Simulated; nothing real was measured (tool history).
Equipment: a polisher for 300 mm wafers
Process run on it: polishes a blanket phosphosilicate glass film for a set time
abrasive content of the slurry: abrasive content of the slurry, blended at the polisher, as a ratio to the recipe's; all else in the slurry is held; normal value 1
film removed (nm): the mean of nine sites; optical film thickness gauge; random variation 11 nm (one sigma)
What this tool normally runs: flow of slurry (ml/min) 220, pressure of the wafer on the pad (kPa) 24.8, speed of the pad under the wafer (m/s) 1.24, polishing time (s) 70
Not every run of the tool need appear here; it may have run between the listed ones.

run   hour  flow of slurry (ml/min)  pressure of the wafer on the pad (kPa)  speed of the pad under the wafer (m/s)  abrasive content of the slurry  polishing time (s)  wafers since the last listed run  wafers polished on this pad  hours since the slurry nozzle was cleaned  hours since the head pressure was calibrated  hours since the slurry blender was calibrated  hours since the conditioning disc was replaced  incoming thickness of the incoming film, nm  film removed (nm)
  1      0                      275                                    24.8                                    1.24                               1                  70                                 0                         1113                                      438.2                                        1075.9                                            0.5                                              17                                       2232.2              776.8
  2   12.8                      275                                    24.8                                    1.24                               1                  70                               137                         1250                                        451                                        1088.7                                           13.3                                            29.8                                       2251.4              757.6
  3   32.7                      220                                    24.8                                    1.08                               1                  84                               213                         1464                                      470.9                                        1108.6                                           33.2                                            49.7                                       2271.9                801
  4   66.5                      220                                    24.8                                    1.24                               1                  70                               363                         1828                                      504.7                                        1142.4                                             67                                            83.5                                       2255.7              746.7
      81.6  -- worn pad replaced by a new one
  5   89.7                      220                                    24.8                                    1.24                               1                  70                               206                           87                                      527.9                                        1165.6                                           90.2                                           106.7                                       2272.3              728.8
     101.3  -- head pressure recalibrated
  6  135.7                      220                                    24.8                                    1.24                               1                  70                               473                          560                                      573.9                                          34.4                                          136.2                                           152.7                                       2236.5              731.3
  7  169.9                      150                                    24.8                                    1.56                            1.25                  80                               367                          927                                      608.1                                          68.6                                          170.4                                           186.9                                       2260.9              989.4
     187.3  -- slurry blender recalibrated
  8  201.9                      265                                    20.7                                    1.24                            1.25                  86                               322                         1250                                      640.1                                         100.6                                           14.6                                           218.9                                       2275.6              828.2
       232  -- conditioning disc replaced and pad reconditioned
  9  232.6                      220                                    24.8                                    1.24                               1                  51                               308                         1559                                      670.8                                         131.3                                           45.3                                             0.6                                       2262.2              519.2
 10  261.7                      220                                    24.8                                    1.24                             0.9                  82                               312                         1872                                      699.9                                         160.4                                           74.4                                            29.7                                       2312.9              826.3
     284.9  -- worn pad replaced by a new one
 11  289.8                      220                                    16.5                                     1.6                             1.2                  70                               259                           52                                        728                                         188.5                                          102.5                                            57.8                                       2232.7              603.1
 12  316.5                      200                                    24.8                                    1.24                               1                  70                               287                          339                                      754.7                                         215.2                                          129.2                                            84.5                                       2299.6              698.2
 13  340.1                      220                                    27.6                                    1.24                               1                  81                               253                          593                                      778.3                                         238.8                                          152.8                                           108.1                                       2244.3              905.7
 14  354.3                      220                                    24.8                                    1.24                             0.7                  85                               152                          745                                      792.5                                           253                                            167                                           122.3                                       2282.4              713.7
     376.7  -- slurry nozzle cleaned
 15  378.3                      220                                    24.8                                    1.24                               1                  70                               247                          993                                        1.6                                           277                                            191                                           146.3                                       2289.1              767.9
     386.4  -- slurry blender recalibrated
 16  397.8                      220                                    24.8                                    1.24                               1                  83                               188                         1181                                       21.1                                         296.5                                           11.4                                           165.8                                       2294.2              900.5
 17    420                      220                                    18.6                                    1.24                               1                  70                               238                         1419                                       43.3                                         318.7                                           33.6                                             188                                       2260.1                580
     425.2  -- conditioning disc replaced and pad reconditioned
 18  449.5                      155                                    24.8                                    1.24                               1                  57                               295                         1715                                       72.8                                         348.2                                           63.1                                            24.3                                         2271              586.7

For run 19, what comes out?
 19  472.6                      220                                    24.8                                    1.24                            1.15                  88                               248                         1964                                       95.9                                         371.3                                           86.2                                            47.4                                       2238.8                  ?

Run 19 came out at film removed (nm) 996.
Without the tool's hidden state the same run would have given film removed (nm) 999.3.

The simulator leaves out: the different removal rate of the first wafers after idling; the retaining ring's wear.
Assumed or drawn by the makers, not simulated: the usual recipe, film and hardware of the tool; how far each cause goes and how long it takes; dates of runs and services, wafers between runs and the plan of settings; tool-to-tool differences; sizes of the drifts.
